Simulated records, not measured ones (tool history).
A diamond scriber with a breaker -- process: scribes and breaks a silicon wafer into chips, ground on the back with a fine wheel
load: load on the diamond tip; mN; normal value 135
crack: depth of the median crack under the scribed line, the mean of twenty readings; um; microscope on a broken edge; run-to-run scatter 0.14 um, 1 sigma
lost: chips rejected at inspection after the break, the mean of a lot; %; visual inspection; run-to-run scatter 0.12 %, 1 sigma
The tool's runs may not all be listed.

run,day,load,wafers since the last listed run,hours since the diamond tip was replaced,hours since the load on the tip was calibrated,"incoming depth of the damage left on the back of the incoming wafer, um",crack,lost
1,0.000,150,0,351.3,1233.1,2.88,12.21,2.22
2,0.567,150,62,364.9,1246.7,1.93,12.01,1.54
3,1.204,150,70,380.2,1262.0,2.21,11.96,1.88
4,1.633,135,47,390.5,1272.3,2.46,11.39,2.75
5,1.921,135,31,397.4,1279.2,1.61,11.41,1.92
6,2.288,135,40,406.2,1288.0,1.67,11.68,1.92
7,2.638,135,38,414.6,1296.4,1.64,11.41,1.97
8,2.912,135,30,421.2,1303.0,1.59,11.55,2.07
9,3.538,135,69,436.2,1318.0,1.78,11.20,2.42
10,3.850,156,34,443.7,1325.5,2.00,12.08,1.61
11,4.588,156,81,461.4,1343.2,2.87,12.18,2.69
12,5.042,135,50,472.3,1354.1,1.51,11.08,2.68
13,5.712,153,74,488.4,1370.2,2.69,11.63,2.78
14,6.175,153,51,499.5,1381.3,1.97,11.57,1.72
15,6.871,135,77,516.2,1398.0,2.94,10.97,4.20
16,7.488,153,68,531.0,1412.8,2.61,11.25,2.88
# day 8.050: diamond tip replaced by a new one
17,8.117,117,60,1.6,1427.9,2.31,9.07,10.97
18,8.817,170,77,18.4,1444.7,2.15,10.56,4.99
19,9.425,159,67,33.0,1459.3,1.77,10.21,6.25
20,9.729,164,33,40.3,1466.6,1.98,10.32,5.68
# day 10.308: load on the tip recalibrated
21,10.446,135,70,57.5,3.3,2.12,9.42,9.89
# day 10.862: diamond tip replaced by a new one, repeated, since the last time left the tool worse
22,11.117,152,65,6.1,19.4,2.80,12.67,2.40
23,11.512,122,43,15.6,28.9,1.76,11.90,1.50
24,12.146,135,70,30.8,44.1,2.94,12.00,2.68
25,12.833,135,76,47.3,60.6,2.44,12.24,1.84
26,13.450,101,68,62.1,75.4,2.05,11.03,2.79
27,13.862,96,45,72.0,85.3,1.78,10.80,2.68
28,14.267,106,44,81.7,95.0,1.95,11.22,2.52
29,14.654,135,42,91.0,104.3,1.72,12.31,1.48

Here are 4 independent what-if runs from the current tool condition. What would each one return?
A,14.675,135,2,91.5,104.8,2.56,?,?
B,14.675,123,2,91.5,104.8,2.56,?,?
C,14.675,109,2,91.5,104.8,2.56,?,?
D,14.675,151,2,91.5,104.8,2.56,?,?

run,crack,lost
A,11.99,1.94
B,11.62,2.18
C,11.17,2.76
D,12.49,1.95
What these runs would have given with no unlogged condition in the tool:
run,crack,lost
A,12.10,1.92
B,11.72,2.10
C,11.26,2.61
D,12.59,2.00
